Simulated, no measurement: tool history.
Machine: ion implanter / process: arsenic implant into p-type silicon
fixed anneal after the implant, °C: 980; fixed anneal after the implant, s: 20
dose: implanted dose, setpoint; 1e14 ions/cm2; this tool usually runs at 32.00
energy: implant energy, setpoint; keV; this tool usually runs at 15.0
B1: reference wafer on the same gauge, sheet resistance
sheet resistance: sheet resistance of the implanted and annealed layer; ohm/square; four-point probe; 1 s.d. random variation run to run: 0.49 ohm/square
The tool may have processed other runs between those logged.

{"run": 1, "hour": 0.0, "dose": 32.0, "energy": 15.0, "B1": 137.25, "sheet resistance": 132.6}
{"run": 2, "hour": 100.8, "dose": 32.0, "energy": 15.0, "B1": 137.7, "sheet resistance": 132.3}
{"run": 3, "hour": 146.6, "dose": 32.0, "energy": 15.0, "B1": 138.0, "sheet resistance": 132.84}
{"run": 4, "hour": 210.8, "dose": 32.0, "energy": 15.0, "B1": 138.32, "sheet resistance": 133.23}
{"run": 5, "hour": 314.2, "dose": 32.0, "energy": 15.0, "B1": 139.01, "sheet resistance": 133.76}
{"run": 6, "hour": 413.2, "dose": 32.0, "energy": 15.0, "B1": 139.48, "sheet resistance": 135.0}
{"run": 7, "hour": 521.1, "dose": 32.0, "energy": 15.0, "B1": 140.11, "sheet resistance": 135.09}
{"run": 8, "hour": 596.4, "dose": 32.0, "energy": 13.0, "B1": 140.31, "sheet resistance": 140.89}
{"run": 9, "hour": 635.8, "dose": 32.0, "energy": 13.0, "B1": 140.66, "sheet resistance": 142.06}
{"run": 10, "hour": 672.0, "dose": 32.0, "energy": 15.0, "B1": 140.76, "sheet resistance": 136.57}
{"hour": 683.6, "done": "gauge calibrated"}
{"run": 11, "hour": 765.6, "dose": 32.0, "energy": 15.0, "B1": 136.03, "sheet resistance": 131.66}
{"hour": 850.3, "done": "extraction supply calibrated"}
{"run": 12, "hour": 869.0, "dose": 35.98, "energy": 17.0, "B1": 136.68, "sheet resistance": 124.75}
{"run": 13, "hour": 927.0, "dose": 35.56, "energy": 15.0, "B1": 137.1, "sheet resistance": 130.44}
{"run": 14, "hour": 966.6, "dose": 32.0, "energy": 15.0, "B1": 137.19, "sheet resistance": 132.71}
{"run": 15, "hour": 1066.4, "dose": 26.92, "energy": 15.0, "B1": 137.69, "sheet resistance": 135.39}
{"hour": 1079.2, "done": "Faraday cup replaced and dose calibrated"}
{"run": 16, "hour": 1157.2, "dose": 25.62, "energy": 10.0, "B1": 138.18, "sheet resistance": 152.59}
{"run": 17, "hour": 1226.6, "dose": 23.02, "energy": 18.5, "B1": 138.61, "sheet resistance": 127.73}
{"run": 18, "hour": 1333.7, "dose": 32.0, "energy": 18.5, "B1": 139.26, "sheet resistance": 125.18}
{"hour": 1395.2, "done": "gauge calibrated"}
{"run": 19, "hour": 1428.8, "dose": 26.99, "energy": 20.0, "B1": 136.98, "sheet resistance": 120.64}

For each run, what was the tool's unlogged condition?
deviation of the true dose from the Faraday cup's reading, %: 0 on each run
deviation of the true energy from its setpoint, %: 0 on each run
H1: gauge reads high (%)
run=1 H1=0.875
run=2 H1=1.28
run=3 H1=1.46
run=4 H1=1.72
run=5 H1=2.13
run=6 H1=2.53
run=7 H1=2.96
run=8 H1=3.26
run=9 H1=3.42
run=10 H1=3.56
run=11 H1=0.0625
run=12 H1=0.476
run=13 H1=0.708
run=14 H1=0.866
run=15 H1=1.27
run=16 H1=1.63
run=17 H1=1.91
run=18 H1=2.33
run=19 H1=0.642
